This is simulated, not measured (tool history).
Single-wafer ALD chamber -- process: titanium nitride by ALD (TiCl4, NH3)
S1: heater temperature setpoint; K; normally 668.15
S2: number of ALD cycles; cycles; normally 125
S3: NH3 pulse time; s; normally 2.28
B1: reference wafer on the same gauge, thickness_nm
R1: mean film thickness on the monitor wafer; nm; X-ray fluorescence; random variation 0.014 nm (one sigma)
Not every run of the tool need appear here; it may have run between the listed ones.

run 1 hour=0 | S1=668.15 S2=125 S3=2.28 | B1=2.843 | R1=2.777
run 2 hour=13.1 | S1=668.15 S2=141 S3=2.28 | B1=2.845 | R1=3.153
run 3 hour=44.4 | S1=668.15 S2=141 S3=2.28 | B1=2.834 | R1=3.116
run 4 hour=82.2 | S1=668.15 S2=125 S3=2.28 | B1=2.829 | R1=2.783
run 5 hour=98.1 | S1=668.15 S2=125 S3=2.28 | B1=2.831 | R1=2.774
run 6 hour=133.7 | S1=668.15 S2=125 S3=2.28 | B1=2.831 | R1=2.755
run 7 hour=155.6 | S1=668.15 S2=125 S3=2.28 | B1=2.83 | R1=2.769
run 8 hour=172 | S1=668.15 S2=125 S3=2.28 | B1=2.825 | R1=2.731
run 9 hour=203.1 | S1=668.15 S2=125 S3=2.28 | B1=2.818 | R1=2.743
run 10 hour=226.2 | S1=668.15 S2=125 S3=2.28 | B1=2.816 | R1=2.754
run 11 hour=242.5 | S1=668.15 S2=125 S3=2.28 | B1=2.819 | R1=2.733
run 12 hour=273.9 | S1=668.15 S2=125 S3=2.28 | B1=2.814 | R1=2.726
-- hour=314.2 thermocouple changed; heater temperature recalibrated
run 13 hour=314.7 | S1=668.15 S2=125 S3=2.28 | B1=2.81 | R1=2.73
run 14 hour=321.5 | S1=668.15 S2=125 S3=2.28 | B1=2.803 | R1=2.718
run 15 hour=337.4 | S1=668.15 S2=125 S3=2.28 | B1=2.811 | R1=2.728
run 16 hour=353.2 | S1=668.15 S2=125 S3=2.28 | B1=2.801 | R1=2.739
run 17 hour=373.9 | S1=668.15 S2=125 S3=2.28 | B1=2.797 | R1=2.712
run 18 hour=399 | S1=668.15 S2=125 S3=2.28 | B1=2.797 | R1=2.737
run 19 hour=413.6 | S1=668.15 S2=125 S3=2.06 | B1=2.797 | R1=2.719
run 20 hour=442.1 | S1=668.15 S2=137 S3=2.28 | B1=2.799 | R1=2.991

Run 21, settings as shown, results not yet in. Your forecast:
-- hour=477.5 showerhead replaced
run 21 hour=478 | S1=668.15 S2=125 S3=1.51 | B1=? | R1=?

{"run 21": {"B1": 2.79, "R1": 2.678}}
Minus the tool's unlogged condition, the same run would have read R1 2.786 nm.
